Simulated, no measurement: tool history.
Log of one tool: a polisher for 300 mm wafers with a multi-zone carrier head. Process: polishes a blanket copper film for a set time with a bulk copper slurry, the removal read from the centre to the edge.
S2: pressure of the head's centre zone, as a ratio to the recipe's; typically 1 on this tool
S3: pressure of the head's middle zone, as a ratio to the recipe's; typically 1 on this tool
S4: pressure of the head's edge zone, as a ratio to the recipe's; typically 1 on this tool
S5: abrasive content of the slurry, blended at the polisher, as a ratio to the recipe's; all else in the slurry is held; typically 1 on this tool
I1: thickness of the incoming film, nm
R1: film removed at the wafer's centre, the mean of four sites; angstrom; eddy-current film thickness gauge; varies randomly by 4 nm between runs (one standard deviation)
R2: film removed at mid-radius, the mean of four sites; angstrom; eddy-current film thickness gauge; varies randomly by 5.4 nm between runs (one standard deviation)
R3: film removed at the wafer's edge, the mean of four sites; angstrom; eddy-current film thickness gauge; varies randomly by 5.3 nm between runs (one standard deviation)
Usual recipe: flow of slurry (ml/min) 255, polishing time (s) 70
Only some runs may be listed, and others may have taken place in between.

{"run": 1, "hour": 0.0, "flow of slurry (ml/min)": 255, "S2": 1, "S3": 1, "S4": 1, "S5": 1, "polishing time (s)": 70, "I1": 2775.4, "R1": 6519, "R2": 6584, "R3": 6428}
{"run": 2, "hour": 20.3, "flow of slurry (ml/min)": 255, "S2": 1, "S3": 1, "S4": 1, "S5": 1, "polishing time (s)": 70, "I1": 2759.1, "R1": 6487, "R2": 6553, "R3": 6398}
{"run": 3, "hour": 46.7, "flow of slurry (ml/min)": 255, "S2": 1, "S3": 1, "S4": 1, "S5": 1, "polishing time (s)": 70, "I1": 2820.2, "R1": 6604, "R2": 6641, "R3": 6396}
{"run": 4, "hour": 63.7, "flow of slurry (ml/min)": 255, "S2": 1, "S3": 1.06, "S4": 0.94, "S5": 1, "polishing time (s)": 70, "I1": 2825.9, "R1": 6538, "R2": 6923, "R3": 6388}
{"run": 5, "hour": 88.8, "flow of slurry (ml/min)": 255, "S2": 1, "S3": 1.06, "S4": 0.94, "S5": 1, "polishing time (s)": 70, "I1": 2812.8, "R1": 6555, "R2": 6992, "R3": 6254}
{"run": 6, "hour": 101.6, "flow of slurry (ml/min)": 175, "S2": 0.95, "S3": 0.93, "S4": 1, "S5": 0.75, "polishing time (s)": 70, "I1": 2835.5, "R1": 5454, "R2": 5520, "R3": 5698}
{"run": 7, "hour": 131.1, "flow of slurry (ml/min)": 255, "S2": 1, "S3": 1, "S4": 1, "S5": 1, "polishing time (s)": 70, "I1": 2841.7, "R1": 6623, "R2": 6642, "R3": 6473}
{"run": 8, "hour": 156.6, "flow of slurry (ml/min)": 255, "S2": 0.93, "S3": 1, "S4": 1, "S5": 1, "polishing time (s)": 52, "I1": 2742.9, "R1": 4470, "R2": 4931, "R3": 4795}
{"run": 9, "hour": 187.1, "flow of slurry (ml/min)": 255, "S2": 1.07, "S3": 1.07, "S4": 1, "S5": 1, "polishing time (s)": 52, "I1": 2800.2, "R1": 5176, "R2": 5207, "R3": 4719}
{"run": 10, "hour": 221.7, "flow of slurry (ml/min)": 255, "S2": 1, "S3": 1, "S4": 1, "S5": 1, "polishing time (s)": 70, "I1": 2806.3, "R1": 6549, "R2": 6651, "R3": 6511}
{"run": 11, "hour": 249.8, "flow of slurry (ml/min)": 255, "S2": 0.95, "S3": 1, "S4": 1, "S5": 1, "polishing time (s)": 70, "I1": 2803.4, "R1": 6239, "R2": 6687, "R3": 6473}
{"run": 12, "hour": 270.4, "flow of slurry (ml/min)": 255, "S2": 1, "S3": 1, "S4": 1, "S5": 1, "polishing time (s)": 70, "I1": 2835.9, "R1": 6583, "R2": 6655, "R3": 6372}
{"run": 13, "hour": 293.6, "flow of slurry (ml/min)": 165, "S2": 1.04, "S3": 0.97, "S4": 1, "S5": 0.8, "polishing time (s)": 70, "I1": 2809.7, "R1": 5994, "R2": 5702, "R3": 5789}
{"run": 14, "hour": 326.3, "flow of slurry (ml/min)": 255, "S2": 0.88, "S3": 1, "S4": 1, "S5": 1, "polishing time (s)": 70, "I1": 2781, "R1": 5785, "R2": 6739, "R3": 6401}
{"run": 15, "hour": 344.0, "flow of slurry (ml/min)": 255, "S2": 1.11, "S3": 1, "S4": 1, "S5": 1, "polishing time (s)": 70, "I1": 2778, "R1": 7298, "R2": 6509, "R3": 6446}
{"run": 16, "hour": 376.7, "flow of slurry (ml/min)": 255, "S2": 1, "S3": 0.92, "S4": 1, "S5": 1, "polishing time (s)": 70, "I1": 2809.1, "R1": 6539, "R2": 6240, "R3": 6328}
{"run": 17, "hour": 392.8, "flow of slurry (ml/min)": 255, "S2": 1, "S3": 1, "S4": 1, "S5": 1.25, "polishing time (s)": 63, "I1": 2832.3, "R1": 6186, "R2": 6366, "R3": 6067}
{"run": 18, "hour": 410.4, "flow of slurry (ml/min)": 175, "S2": 0.97, "S3": 1, "S4": 1, "S5": 1, "polishing time (s)": 88, "I1": 2772.6, "R1": 7500, "R2": 7917, "R3": 7734}
{"run": 19, "hour": 432.2, "flow of slurry (ml/min)": 255, "S2": 1, "S3": 1, "S4": 0.89, "S5": 0.9, "polishing time (s)": 70, "I1": 2817.9, "R1": 6391, "R2": 6398, "R3": 6032}
{"run": 20, "hour": 446.3, "flow of slurry (ml/min)": 255, "S2": 1, "S3": 1, "S4": 0.89, "S5": 1, "polishing time (s)": 70, "I1": 2824.7, "R1": 6508, "R2": 6598, "R3": 6125}
{"run": 21, "hour": 464.9, "flow of slurry (ml/min)": 255, "S2": 1, "S3": 1, "S4": 1, "S5": 1, "polishing time (s)": 70, "I1": 2841.9, "R1": 6513, "R2": 6511, "R3": 6381}

Between the runs listed above, the log contained 7 entries, not reproduced here. Where in the sequence does each belong, and how does what the log doesn't record of the tool's condition differ from the listed run before to the listed run after?
From run 1 to run 2: slurry nozzle cleaned (hour 13.5)
  no hidden state differs between the two runs
From run 2 to run 3: centre zone pressure recalibrated (hour 38.3)
  no hidden state differs between the two runs
From run 5 to run 6: worn pad replaced by a new one (hour 100.7)
  no hidden state differs between the two runs
From run 9 to run 10: edge zone pressure recalibrated (hour 202.3)
  no hidden state differs between the two runs
From run 12 to run 13: carrier head's membrane replaced by a new one (hour 275.6); worn pad replaced by a new one (hour 277.7)
  no hidden state differs between the two runs
From run 19 to run 20: worn pad replaced by a new one (hour 443.4)
  no hidden state differs between the two runs
